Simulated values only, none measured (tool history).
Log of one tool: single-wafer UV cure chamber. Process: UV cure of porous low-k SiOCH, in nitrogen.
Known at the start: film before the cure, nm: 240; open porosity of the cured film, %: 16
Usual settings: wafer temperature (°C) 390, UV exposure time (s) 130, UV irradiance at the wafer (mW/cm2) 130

run,day,wafer temperature (°C),UV exposure time (s),UV irradiance at the wafer (mW/cm2),wafers since the last listed run,hours since the UV bulbs were replaced,wafers since the quartz window was cleaned,loss of film thickness in the cure (%)
1,0,390,130,130,0,2405.5,1238,8.39
2,1.454,390,130,130,307,2440.4,1546,8.201
3,2.342,390,130,130,187,2461.7,1734,8.179
# day 3.217: quartz window cleaned
4,3.471,390,130,130,168,2488.8,53,8.354
5,4.675,395,130,118,254,2517.7,308,7.875
6,5.742,395,130,118,225,2543.3,534,7.818
7,6.358,395,130,118,130,2558.1,664,7.898
8,7.792,390,130,130,303,2592.5,968,8.013
9,9.125,390,130,130,282,2624.5,1250,7.878
10,9.779,390,130,130,138,2640.2,1388,8.001
11,10.5,390,130,130,152,2657.5,1541,7.982
# day 11.288: quartz window cleaned
12,11.504,390,130,130,141,2681.6,46,7.885
13,14.338,390,130,100,599,2749.6,645,6.853
14,15.917,390,130,100,334,2787.5,980,6.73
15,16.717,390,130,154,169,2806.7,1149,8.377
16,18.012,390,130,154,274,2837.8,1423,8.007
17,18.746,390,130,154,155,2855.4,1578,8.26
# day 20.229: quartz window cleaned
18,20.25,390,130,153,247,2891.5,4,8.176
19,21.242,390,130,153,209,2915.3,214,8.413
20,21.833,390,130,130,125,2929.5,339,7.304
21,23.212,390,110,98,291,2962.6,631,5.832
22,24.271,390,130,130,223,2988,855,7.475
23,25.25,380,105,146,207,3011.5,1062,6.633
24,25.967,379,65,130,151,3028.7,1214,4.654
# day 27.788: UV bulbs replaced
# day 28.779: quartz window cleaned
25,29.642,390,130,130,636,44.5,182,9.541
26,33.233,408,90,130,760,130.7,943,8.439
27,34.508,407,130,168,269,161.3,1212,10.885
28,35.017,390,95,166,107,173.5,1320,9.405
29,35.883,382,70,165,183,194.3,1503,7.85
30,37.171,378,65,165,272,225.2,1776,7.581
# day 38.342: quartz window cleaned
31,38.362,390,130,130,181,253.8,4,9.405
32,39.388,375,60,157,216,278.4,221,7.168
33,40.046,390,130,130,139,294.2,360,9.587
34,40.992,390,130,153,200,316.9,560,10.549
35,42.471,390,195,130,313,352.4,874,11.195
36,43.638,390,105,130,246,380.4,1120,8.707
37,44.988,379,160,101,285,412.8,1406,9.134
38,45.975,390,130,130,208,436.5,1615,9.451

Forecast each of these 5 alternatives for the next run:
A,45.996,390,130,149,4,437,1620,?
B,45.996,402,190,95,4,437,1620,?
C,45.996,390,130,111,4,437,1620,?
D,45.996,371,60,109,4,437,1620,?
E,45.996,377,165,115,4,437,1620,?

run,loss of film thickness in the cure (%)
A,9.804
B,9.706
C,8.616
D,5.397
E,9.505
Without the tool's hidden state the same runs would have given:
run,loss of film thickness in the cure (%)
A,9.946
B,9.848
C,8.752
D,5.514
E,9.645
